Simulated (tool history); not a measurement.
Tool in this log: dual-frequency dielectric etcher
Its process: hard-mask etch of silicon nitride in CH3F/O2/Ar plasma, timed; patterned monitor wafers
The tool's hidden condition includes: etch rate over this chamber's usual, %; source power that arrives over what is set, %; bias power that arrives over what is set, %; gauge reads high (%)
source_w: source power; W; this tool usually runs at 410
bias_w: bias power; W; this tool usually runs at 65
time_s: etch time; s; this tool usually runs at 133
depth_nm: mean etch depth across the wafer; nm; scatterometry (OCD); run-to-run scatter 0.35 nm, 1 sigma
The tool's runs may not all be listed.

run    hour  source_w  bias_w  time_s  wafers since the last listed run  hours since the last wet clean  hours since the last source power generator calibration  hours since the last bias power generator calibration  hours since the last upper electrode change  hours since the gauge calibration  read-back reference wafer on the same gauge, depth_nm  depth_nm
  1       0       410      65     133                                 0                           156.1                                                   1303.3                                                 2403.9                                       4201.7                             1368.9                                                   97.3      87.3
  2    38.3       410      59     133                               304                           194.4                                                   1341.6                                                 2442.2                                         4240                             1407.2                                                   97.5      83.1
  3   104.2       410      59     133                               523                           260.3                                                   1407.5                                                 2508.1                                       4305.9                             1473.1                                                   97.4        83
        113  -- gauge calibrated
  4   171.9       410      59     133                               537                             328                                                   1475.2                                                 2575.8                                       4373.6                               58.9                                                   97.5      82.9
  5   387.8       410      65     133                              1715                           543.9                                                   1691.1                                                 2791.7                                       4589.5                              274.8                                                   97.5      86.7
  6   438.7       480      65     133                               404                           594.8                                                     1742                                                 2842.6                                       4640.4                              325.7                                                   97.3      90.4
  7   493.3       480      65     133                               433                           649.4                                                   1796.6                                                 2897.2                                         4695                              380.3                                                   97.1      89.7
      542.4  -- wet clean of the chamber
  8   542.9       480      65     133                               203                             0.5                                                   1846.2                                                 2946.8                                       4744.6                              429.9                                                   97.7      90.5
  9   574.1       410      65     133                               247                            31.7                                                   1877.4                                                   2978                                       4775.8                              461.1                                                   97.6      86.6
 10   600.4       410      65     133                               208                              58                                                   1903.7                                                 3004.3                                       4802.1                              487.4                                                   97.3      85.9
 11   667.6       410      65     133                               533                           125.2                                                   1970.9                                                 3071.5                                       4869.3                              554.6                                                   97.5      85.9
 12   719.7       410      65     133                               413                           177.3                                                     2023                                                 3123.6                                       4921.4                              606.7                                                   97.6      86.5
      775.9  -- source power generator calibrated
 13   776.4       410      65     133                               418                             234                                                      0.5                                                 3180.3                                       4978.1                              663.4                                                   97.4      86.1
      788.2  -- bias power generator calibrated
 14     832       410      65     133                               409                           289.6                                                     56.1                                                   43.8                                       5033.7                                719                                                   97.4        89
 15   895.7       410      59     133                               506                           353.3                                                    119.8                                                  107.5                                       5097.4                              782.7                                                   97.2      84.1
 16   926.2       410      65     133                               242                           383.8                                                    150.3                                                    138                                       5127.9                              813.2                                                   97.5      88.3
 17   982.9       370      79   153.5                               450                           440.5                                                      207                                                  194.7                                       5184.6                              869.9                                                   97.3     110.1
     1020.1  -- upper electrode replaced, of another model than before
 18  1027.1       460      53   122.5                               160                           484.7                                                    251.2                                                  238.9                                            7                              914.1                                                   97.4      77.7

Forecast run 19:
 19  1091.1       410      65     133                               508                           548.7                                                    315.2                                                  302.9                                           71                              978.1                                                      ?         ?

For run 19 the tool returned read-back reference wafer on the same gauge, depth_nm 97.5, depth_nm 88.3 nm.
If the tool had no hidden condition, the same run with the same run-to-run variation would have returned depth_nm 88.4 nm.
